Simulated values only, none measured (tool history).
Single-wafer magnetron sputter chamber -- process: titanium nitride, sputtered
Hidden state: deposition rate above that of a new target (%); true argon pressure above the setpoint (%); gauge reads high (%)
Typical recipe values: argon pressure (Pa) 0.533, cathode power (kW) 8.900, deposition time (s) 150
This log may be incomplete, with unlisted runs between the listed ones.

run    hour  argon pressure (Pa)  cathode power (kW)  deposition time (s)  wafers since the last listed run  wafers on the sputter target  hours since the last manometer calibration  hours since the magnet pack was replaced  hours since the gauge calibration  read-back reference wafer on the same gauge, thickness_nm  mean film thickness on the monitor wafer (nm)
  1     0.0                0.385               8.900                  165                                 0                          4144                                       324.7                                    4897.8                             3120.1                                                    226.869                                        294.499
       26.9  -- sputter target and shields replaced
  2    76.0                0.385               8.900                  165                               520                           375                                       400.7                                    4973.8                             3196.1                                                    227.014                                        309.321
  3   169.7                0.533               8.900                  150                               716                          1092                                       494.4                                    5067.5                             3289.8                                                    227.115                                        251.774
  4   268.1                0.533               8.900                  150                               752                          1845                                       592.8                                    5165.9                             3388.2                                                    227.069                                        253.444
  5   532.1                0.533               8.900                  150                              2019                          3865                                       856.8                                    5429.9                             3652.2                                                    226.899                                        244.946
  6   586.2                0.533               8.900                  150                               413                          4279                                       910.9                                    5484.0                             3706.3                                                    227.122                                        243.949
  7   689.9                0.533               8.900                  150                               793                          5072                                      1014.6                                    5587.7                             3810.0                                                    226.997                                        239.487
      736.0  -- sputter target and shields replaced
  8   736.5                0.533               8.900                  150                               295                             3                                      1061.2                                    5634.3                             3856.6                                                    227.121                                        255.596
  9   776.9                0.533               8.900                  150                               309                           312                                      1101.6                                    5674.7                             3897.0                                                    226.966                                        254.054
      803.7  -- gauge calibrated
 10   859.6                0.533               8.900                  150                               632                           945                                      1184.3                                    5757.4                               55.9                                                    226.998                                        253.326
 11   908.8                0.533               8.900                  150                               376                          1321                                      1233.5                                    5806.6                              105.1                                                    226.614                                        252.654
 12   958.6                0.533               8.900                  150                               381                          1702                                      1283.3                                    5856.4                              154.9                                                    226.814                                        252.916
 13  1035.3                0.533               8.900                  150                               586                          2289                                      1360.0                                    5933.1                              231.6                                                    226.885                                        250.500
     1074.3  -- magnet pack replaced
 14  1107.5                0.693               7.050                  150                               491                          2780                                      1432.2                                      33.2                              303.8                                                    227.313                                        180.137
     1152.6  -- capacitance manometer re-zeroed and calibrated
 15  1155.7                0.533               8.900                  150                               307                          3088                                         3.1                                      81.4                              352.0                                                    226.917                                        247.189
 16  1200.8                0.424               8.900                  164                               345                          3433                                        48.2                                     126.5                              397.1                                                    226.982                                        289.868
 17  1239.0                0.533               8.900                  150                               292                          3725                                        86.4                                     164.7                              435.3                                                    226.762                                        247.583
 18  1322.3                0.533               7.200                  173                               637                          4363                                       169.7                                     248.0                              518.6                                                    227.102                                        227.002
     1373.3  -- sputter target and shields replaced
 19  1417.2                0.637               8.900                  150                               664                           335                                       264.6                                     342.9                              613.5                                                    226.620                                        236.700
 20  1546.4                0.533               8.900                  150                               988                          1324                                       393.8                                     472.1                              742.7                                                    227.240                                        250.287
 21  1609.3                0.533               8.900                  178                               481                          1805                                       456.7                                     535.0                              805.6                                                    226.834                                        295.401

What does the tool deliver on the next run?
 22  1668.5                0.533              10.200                  141                               452                          2258                                       515.9                                     594.2                              864.8                                                          ?                                              ?

{"run 22": {"read-back reference wafer on the same gauge, thickness_nm": 227.144, "mean film thickness on the monitor wafer (nm)": 269.843}}
Without the tool's hidden state the same run would have given mean film thickness on the monitor wafer (nm) 274.907.
